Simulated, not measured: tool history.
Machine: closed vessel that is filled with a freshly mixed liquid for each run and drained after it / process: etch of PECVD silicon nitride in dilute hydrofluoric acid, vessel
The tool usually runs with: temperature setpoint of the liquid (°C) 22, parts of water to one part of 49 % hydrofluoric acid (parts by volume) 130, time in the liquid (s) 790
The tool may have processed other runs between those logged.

run	hour	temperature setpoint of the liquid (°C)	parts of water to one part of 49 % hydrofluoric acid (parts by volume)	time in the liquid (s)	wafers since the last listed run	hours since the thermometer was replaced	hours since the hydrofluoric acid flow meter was replaced	hours since the gauge calibration	read-back film thickness of the PECVD silicon nitride reference wafer, read on the same gauge (nm)	thickness taken off the PECVD silicon nitride on a monitor wafer (Å)
1	0	22	145	975	0	125.4	1102.4	147.2	100.87	336.6
2	64.9	22	130	790	3053	190.3	1167.3	212.1	101.1	309.2
# hour 140: hydrofluoric acid flow meter replaced
3	161.1	22	130	790	4479	286.5	21.1	308.3	101.42	309.6
4	223	22	130	790	2912	348.4	83	370.2	101.59	313.3
5	304.4	22	130	790	3830	429.8	164.4	451.6	101.87	312.6
6	372.9	22	130	790	3223	498.3	232.9	520.1	102.12	312.9
7	444.8	22	130	1135	3383	570.2	304.8	592	102.34	449.2
8	497.7	22	170	495	2489	623.1	357.7	644.9	102.46	150.3
9	740	22	170	495	11401	865.4	600	887.2	103.27	152
10	809.1	22	170	495	3251	934.5	669.1	956.3	103.49	153.6
11	905.9	22	130	790	4555	1031.3	765.9	1053.1	103.83	313.2
12	1002.4	22	130	790	4540	1127.8	862.4	1149.6	104.12	316.4
13	1075.4	22	130	790	3435	1200.8	935.4	1222.6	104.37	320
14	1151.4	22	130	790	3576	1276.8	1011.4	1298.6	104.6	318.4
15	1230.8	22	100	1200	3736	1356.2	1090.8	1378	104.87	627.9
16	1317.5	22	150	640	4079	1442.9	1177.5	1464.7	105.19	225.1
17	1358.3	22	130	790	1919	1483.7	1218.3	1505.5	105.27	323.1
# hour 1389.1: thermometer replaced
# hour 1464.2: gauge calibrated
# hour 1502: hydrofluoric acid flow meter replaced
18	1536.6	25.5	170	560	8296	147.5	34.6	72.4	100.37	209.9
19	1624.7	27	130	790	4145	235.6	122.7	160.5	100.64	424.1
20	1690	22	170	495	3072	300.9	188	225.8	100.88	147.3

What will run 21 give?
21	1756.9	22	130	790	3148	367.8	254.9	292.7	?	?

Run 21 came out at read-back film thickness of the PECVD silicon nitride reference wafer, read on the same gauge (nm) 101.08, thickness taken off the PECVD silicon nitride on a monitor wafer (Å) 306.2.
Take away the tool's hidden state, keep the run-to-run variation as it was, and the same run would have given thickness taken off the PECVD silicon nitride on a monitor wafer (Å) 302.9.

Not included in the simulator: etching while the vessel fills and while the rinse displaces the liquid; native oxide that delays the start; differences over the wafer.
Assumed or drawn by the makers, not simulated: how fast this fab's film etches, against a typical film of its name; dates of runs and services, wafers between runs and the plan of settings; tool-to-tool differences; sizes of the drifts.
